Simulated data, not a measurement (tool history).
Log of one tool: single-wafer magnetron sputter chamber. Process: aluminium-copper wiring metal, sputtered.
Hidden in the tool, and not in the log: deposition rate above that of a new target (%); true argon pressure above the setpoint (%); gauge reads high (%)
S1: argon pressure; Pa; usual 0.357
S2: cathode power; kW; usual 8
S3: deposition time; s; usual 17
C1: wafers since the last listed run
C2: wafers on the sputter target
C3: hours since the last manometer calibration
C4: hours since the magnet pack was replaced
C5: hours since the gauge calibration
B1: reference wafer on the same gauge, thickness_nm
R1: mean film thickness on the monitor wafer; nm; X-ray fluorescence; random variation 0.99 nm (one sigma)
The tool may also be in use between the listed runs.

run,hour,S1,S2,S3,C1,C2,C3,C4,C5,B1,R1
1,0,0.357,8,17,0,6221,637.5,8087.4,3016.9,273.796,240.817
2,41.3,0.466,8,17,779,7000,678.8,8128.7,3058.2,274.054,230.608
3,86.3,0.27,9.15,17,848,7849,723.8,8173.7,3103.2,273.896,282.904
4,192.2,0.357,8,17,1997,9847,829.7,8279.6,3209.1,273.997,240.403
# hour 250.2: sputter target and shields replaced
5,272.3,0.357,8,17,1360,416,909.8,8359.7,3289.2,274.147,240.787
6,358.4,0.357,8,17,1624,2040,995.9,8445.8,3375.3,274.039,241.199
7,439.4,0.357,8,17,1528,3568,1076.9,8526.8,3456.3,273.928,242.861
8,535,0.357,8,17,1803,5372,1172.5,8622.4,3551.9,273.923,242.302
9,621.8,0.357,8,17,1637,7009,1259.3,8709.2,3638.7,274.111,240.761
10,718,0.357,8,17,1814,8824,1355.5,8805.4,3734.9,274.172,241.857
# hour 776.3: gauge calibrated
11,819.7,0.298,6.8,18,1918,10743,1457.2,8907.1,43.4,273.957,221.317
12,856.1,0.357,8.65,17,686,11429,1493.6,8943.5,79.8,273.938,261.264
13,894.3,0.357,8,17,720,12150,1531.8,8981.7,118,274.018,241.53
# hour 924.6: sputter target and shields replaced
14,956.7,0.262,8,17,1026,606,1594.2,9044.1,180.4,274.034,251.08
15,1049.2,0.357,8,17,1745,2351,1686.7,9136.6,272.9,274.025,243.224
# hour 1084: capacitance manometer re-zeroed and calibrated
16,1094,0.253,7.3,15.4,694,3045,10,9181.4,317.7,274.078,210.193
17,1391.8,0.399,7.2,19.1,5618,8663,307.8,9479.2,615.5,273.896,244.124
18,1452.8,0.215,9.5,13.6,1150,9814,368.8,9540.2,676.5,274.072,244.917
19,1493.7,0.357,7.2,16.1,771,10586,409.7,9581.1,717.4,273.954,209.549
20,1533,0.297,8,17,741,11327,449,9620.4,756.7,274.007,250.651
# hour 1575.9: magnet pack replaced
21,1576.4,0.255,8,13.6,667,11995,492.4,0.5,800.1,274.048,203.289
22,1640.6,0.266,8,17,1211,13206,556.6,64.7,864.3,273.913,251.613
# hour 1696.1: sputter target and shields replaced
23,1698.4,0.357,8,17,939,44,614.4,122.5,922.1,273.864,247.054
24,1754.2,0.448,7.1,14.4,1052,1096,670.2,178.3,977.9,274.098,179.471
# hour 1812.4: capacitance manometer re-zeroed and calibrated, repeated, since the last time left the tool worse
25,1812.9,0.357,8.75,17,956,2053,0.5,237,1036.6,273.856,264.093
26,1885.2,0.357,7.05,17,1363,3417,72.8,309.3,1108.9,274.045,212.049
27,1951.8,0.357,8.5,17,1256,4673,139.4,375.9,1175.5,273.94,256.18
28,1988.1,0.447,8,17,684,5358,175.7,412.2,1211.8,273.912,230.832
29,2042,0.423,7.05,16.1,1016,6375,229.6,466.1,1265.7,274.072,195.79
30,2101.8,0.357,8,17,1128,7503,289.4,525.9,1325.5,273.965,240.324
31,2180.8,0.438,9.25,17,1490,8994,368.4,604.9,1404.5,273.948,269.5
32,2251.6,0.357,8,17,1335,10329,439.2,675.7,1475.3,274.064,240.907
33,2309.2,0.357,8,20,1086,11416,496.8,733.3,1532.9,273.802,280.677
34,2397.1,0.357,9.9,17,1658,13074,584.7,821.2,1620.8,273.822,298.194

Some steps in R1 between neighbouring runs. How much of each would the tool show without its hidden state too (settings, what came in, random variation), and how much is left for the hidden state, with any gauge scatter that isn't in both results?
Run 2 -> 3: S1 0.466 -> 0.27, S2 8 -> 9.15. R1 +52.296 nm: hidden state -0.135, all else +52.431.
Run 16 -> 17: S1 0.253 -> 0.399, S2 7.3 -> 7.2, S3 15.4 -> 19.1. R1 +33.931 nm: hidden state +2.541, all else +31.39.
Run 17 -> 18: S1 0.399 -> 0.215, S2 7.2 -> 9.5, S3 19.1 -> 13.6. R1 +0.793 nm: hidden state -1.904, all else +2.697.
Run 23 -> 24: S1 0.357 -> 0.448, S2 8 -> 7.1, S3 17 -> 14.4. R1 -67.583 nm: hidden state -0.885, all else -66.698.
Run 24 -> 25: S1 0.448 -> 0.357, S2 7.1 -> 8.75, S3 14.4 -> 17, capacitance manometer re-zeroed and calibrated, repeated, since the last time left the tool worse. R1 +84.622 nm: hidden state -6.051, all else +90.673.

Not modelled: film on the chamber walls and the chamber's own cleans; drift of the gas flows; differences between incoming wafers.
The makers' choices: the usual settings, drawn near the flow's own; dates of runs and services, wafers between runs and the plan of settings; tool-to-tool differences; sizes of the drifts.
